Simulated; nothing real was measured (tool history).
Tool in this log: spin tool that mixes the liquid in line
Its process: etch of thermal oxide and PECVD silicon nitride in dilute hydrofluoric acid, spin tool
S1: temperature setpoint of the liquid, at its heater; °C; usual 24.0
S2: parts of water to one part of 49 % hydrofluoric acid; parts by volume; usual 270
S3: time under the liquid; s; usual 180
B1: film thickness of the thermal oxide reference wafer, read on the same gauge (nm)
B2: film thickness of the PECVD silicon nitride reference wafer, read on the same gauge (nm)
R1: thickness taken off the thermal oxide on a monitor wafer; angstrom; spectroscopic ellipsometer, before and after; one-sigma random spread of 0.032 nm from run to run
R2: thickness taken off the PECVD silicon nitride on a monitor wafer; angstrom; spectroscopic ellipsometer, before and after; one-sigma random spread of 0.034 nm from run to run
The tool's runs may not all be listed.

| run | day | S1 | S2 | S3 | B1 | B2 | R1 | R2 |
|---|---|---|---|---|---|---|---|---|
| 1 | 0.000 | 24.0 | 270 | 180 | 140.054 | 29.986 | 24.84 | 11.97 |
| 2 | 1.304 | 24.0 | 270 | 180 | 140.031 | 29.996 | 24.90 | 11.76 |
| 3 | 3.275 | 22.5 | 270 | 180 | 139.948 | 30.003 | 23.30 | 10.82 |
| 4 | 4.046 | 22.5 | 270 | 180 | 140.011 | 30.000 | 22.83 | 10.90 |
| 5 | 4.629 | 22.5 | 270 | 180 | 140.007 | 30.014 | 23.29 | 10.82 |
| 6 | 7.879 | 24.0 | 270 | 180 | 140.004 | 29.981 | 24.48 | 11.56 |
| 7 | 8.675 | 24.0 | 270 | 180 | 140.009 | 30.029 | 24.32 | 11.71 |
|  | 8.788 | gauge calibrated |
| 8 | 9.554 | 24.0 | 270 | 180 | 139.975 | 29.999 | 24.23 | 11.54 |
| 9 | 10.425 | 24.0 | 270 | 180 | 140.008 | 30.015 | 23.91 | 11.45 |
| 10 | 11.708 | 24.0 | 270 | 180 | 140.041 | 30.019 | 23.68 | 11.11 |
|  | 12.992 | hydrofluoric acid flow meter replaced |
| 11 | 13.200 | 27.5 | 175 | 240 | 139.979 | 29.985 | 68.42 | 30.12 |
| 12 | 14.550 | 24.0 | 270 | 180 | 140.027 | 29.993 | 25.99 | 12.65 |
| 13 | 15.217 | 22.5 | 215 | 95 | 140.007 | 29.962 | 17.11 | 7.31 |
|  | 16.542 | thermometer replaced |
| 14 | 16.588 | 24.0 | 270 | 180 | 139.969 | 29.989 | 26.13 | 11.87 |
| 15 | 19.100 | 24.0 | 270 | 180 | 139.976 | 30.008 | 25.27 | 12.00 |
| 16 | 20.550 | 24.0 | 340 | 180 | 140.032 | 29.996 | 18.34 | 9.57 |
| 17 | 21.492 | 24.0 | 315 | 180 | 140.020 | 30.003 | 20.61 | 10.42 |
| 18 | 22.092 | 19.5 | 270 | 115 | 139.985 | 29.974 | 13.48 | 5.45 |
| 19 | 22.742 | 21.5 | 145 | 145 | 139.994 | 30.010 | 38.44 | 15.47 |

Run 20 has not been measured yet. What should we expect?
| 20 | 23.775 | 27.0 | 350 | 265 | ? | ? | ? | ? |

B1: 140.024
B2: 30.018
R1: 28.81 angstrom
R2: 16.29 angstrom
Had the tool carried no hidden state, the very same run would have given R1 30.85 angstrom, R2 17.15 angstrom.
